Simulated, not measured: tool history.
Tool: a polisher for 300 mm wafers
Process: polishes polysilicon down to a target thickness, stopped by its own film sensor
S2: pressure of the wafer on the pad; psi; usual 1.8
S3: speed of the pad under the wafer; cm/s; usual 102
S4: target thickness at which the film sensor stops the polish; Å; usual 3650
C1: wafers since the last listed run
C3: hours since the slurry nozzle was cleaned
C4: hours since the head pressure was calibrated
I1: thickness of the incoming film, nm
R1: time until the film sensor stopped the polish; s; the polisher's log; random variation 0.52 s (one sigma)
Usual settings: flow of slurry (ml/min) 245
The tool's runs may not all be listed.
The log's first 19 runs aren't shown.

{"run": 20, "day": 15.892, "flow of slurry (ml/min)": 245, "S2": 2.1, "S3": 102, "S4": 3440, "C1": 353, "wafers polished on this pad": 3461, "C3": 214.2, "C4": 571.1, "I1": 586.6, "R1": 36.4}
{"day": 16.854, "done": "worn pad replaced by a new one"}
{"run": 21, "day": 16.942, "flow of slurry (ml/min)": 195, "S2": 1.6, "S3": 112, "S4": 2970, "C1": 364, "wafers polished on this pad": 35, "C3": 239.4, "C4": 596.3, "I1": 590.4, "R1": 50.1}
{"run": 22, "day": 17.888, "flow of slurry (ml/min)": 245, "S2": 1.8, "S3": 102, "S4": 3430, "C1": 389, "wafers polished on this pad": 425, "C3": 262.1, "C4": 619, "I1": 592.7, "R1": 41.6}
{"day": 19.096, "done": "head pressure recalibrated"}
{"run": 23, "day": 20.162, "flow of slurry (ml/min)": 315, "S2": 1.8, "S3": 102, "S4": 3650, "C1": 903, "wafers polished on this pad": 1328, "C3": 316.7, "C4": 25.6, "I1": 589.7, "R1": 34.8}
{"run": 24, "day": 21.546, "flow of slurry (ml/min)": 300, "S2": 2, "S3": 102, "S4": 3220, "C1": 570, "wafers polished on this pad": 1899, "C3": 349.9, "C4": 58.8, "I1": 578, "R1": 36.5}
{"run": 25, "day": 22.896, "flow of slurry (ml/min)": 265, "S2": 1.4, "S3": 86, "S4": 4160, "C1": 556, "wafers polished on this pad": 2455, "C3": 382.3, "C4": 91.2, "I1": 588.3, "R1": 38}
{"day": 24.167, "done": "slurry nozzle cleaned"}
{"run": 26, "day": 24.188, "flow of slurry (ml/min)": 215, "S2": 1.5, "S3": 102, "S4": 3650, "C1": 515, "wafers polished on this pad": 2971, "C3": 0.5, "C4": 122.2, "I1": 584, "R1": 39.6}
{"day": 25.2, "done": "worn pad replaced by a new one"}
{"run": 27, "day": 25.483, "flow of slurry (ml/min)": 245, "S2": 1.5, "S3": 122, "S4": 3650, "C1": 465, "wafers polished on this pad": 116, "C3": 31.6, "C4": 153.3, "I1": 594, "R1": 34.2}
{"run": 28, "day": 26.662, "flow of slurry (ml/min)": 245, "S2": 1.4, "S3": 102, "S4": 3650, "C1": 486, "wafers polished on this pad": 602, "C3": 59.9, "C4": 181.6, "I1": 580.4, "R1": 39.8}
{"run": 29, "day": 27.875, "flow of slurry (ml/min)": 245, "S2": 1.8, "S3": 102, "S4": 3650, "C1": 499, "wafers polished on this pad": 1102, "C3": 89, "C4": 210.7, "I1": 600.4, "R1": 39}
{"run": 30, "day": 28.658, "flow of slurry (ml/min)": 245, "S2": 1.8, "S3": 102, "S4": 3650, "C1": 322, "wafers polished on this pad": 1425, "C3": 107.8, "C4": 229.5, "I1": 589.5, "R1": 35.4}
{"run": 31, "day": 29.246, "flow of slurry (ml/min)": 245, "S2": 1.8, "S3": 126, "S4": 4340, "C1": 242, "wafers polished on this pad": 1667, "C3": 121.9, "C4": 243.6, "I1": 579.7, "R1": 19.9}
{"run": 32, "day": 30.35, "flow of slurry (ml/min)": 245, "S2": 1.8, "S3": 102, "S4": 3650, "C1": 455, "wafers polished on this pad": 2122, "C3": 148.4, "C4": 270.1, "I1": 591.3, "R1": 37.1}
{"run": 33, "day": 31.233, "flow of slurry (ml/min)": 245, "S2": 1.3, "S3": 102, "S4": 4320, "C1": 364, "wafers polished on this pad": 2486, "C3": 169.6, "C4": 291.3, "I1": 583.2, "R1": 30.8}
{"run": 34, "day": 31.775, "flow of slurry (ml/min)": 215, "S2": 1.4, "S3": 88, "S4": 3650, "C1": 223, "wafers polished on this pad": 2710, "C3": 182.6, "C4": 304.3, "I1": 592.9, "R1": 52.6}
{"run": 35, "day": 32.958, "flow of slurry (ml/min)": 245, "S2": 1.8, "S3": 102, "S4": 3650, "C1": 487, "wafers polished on this pad": 3198, "C3": 211, "C4": 332.7, "I1": 599.3, "R1": 37.9}
{"day": 33.283, "done": "worn pad replaced by a new one"}
{"run": 36, "day": 34.112, "flow of slurry (ml/min)": 245, "S2": 2.3, "S3": 88, "S4": 3650, "C1": 407, "wafers polished on this pad": 342, "C3": 238.7, "C4": 360.4, "I1": 590.3, "R1": 34.9}

Forecast each of these 5 alternatives for the next run:
{"run": "A", "day": 34.129, "flow of slurry (ml/min)": 245, "S2": 1.8, "S3": 102, "S4": 3650, "C1": 6, "wafers polished on this pad": 349, "C3": 239.1, "C4": 360.8, "I1": 589.8, "R1": "?"}
{"run": "B", "day": 34.129, "flow of slurry (ml/min)": 245, "S2": 2.1, "S3": 126, "S4": 3160, "C1": 6, "wafers polished on this pad": 349, "C3": 239.1, "C4": 360.8, "I1": 589.8, "R1": "?"}
{"run": "C", "day": 34.129, "flow of slurry (ml/min)": 245, "S2": 1.8, "S3": 120, "S4": 3650, "C1": 6, "wafers polished on this pad": 349, "C3": 239.1, "C4": 360.8, "I1": 589.8, "R1": "?"}
{"run": "D", "day": 34.129, "flow of slurry (ml/min)": 195, "S2": 2, "S3": 82, "S4": 3280, "C1": 6, "wafers polished on this pad": 349, "C3": 239.1, "C4": 360.8, "I1": 589.8, "R1": "?"}
{"run": "E", "day": 34.129, "flow of slurry (ml/min)": 245, "S2": 1.8, "S3": 90, "S4": 3650, "C1": 6, "wafers polished on this pad": 349, "C3": 239.1, "C4": 360.8, "I1": 589.8, "R1": "?"}

run=A R1=36.3
run=B R1=31.9
run=C R1=30.9
run=D R1=50.1
run=E R1=41.2
Without the tool's hidden state the same runs would have given:
run=A R1=33.4
run=B R1=29.3
run=C R1=28.3
run=D R1=46
run=E R1=37.8
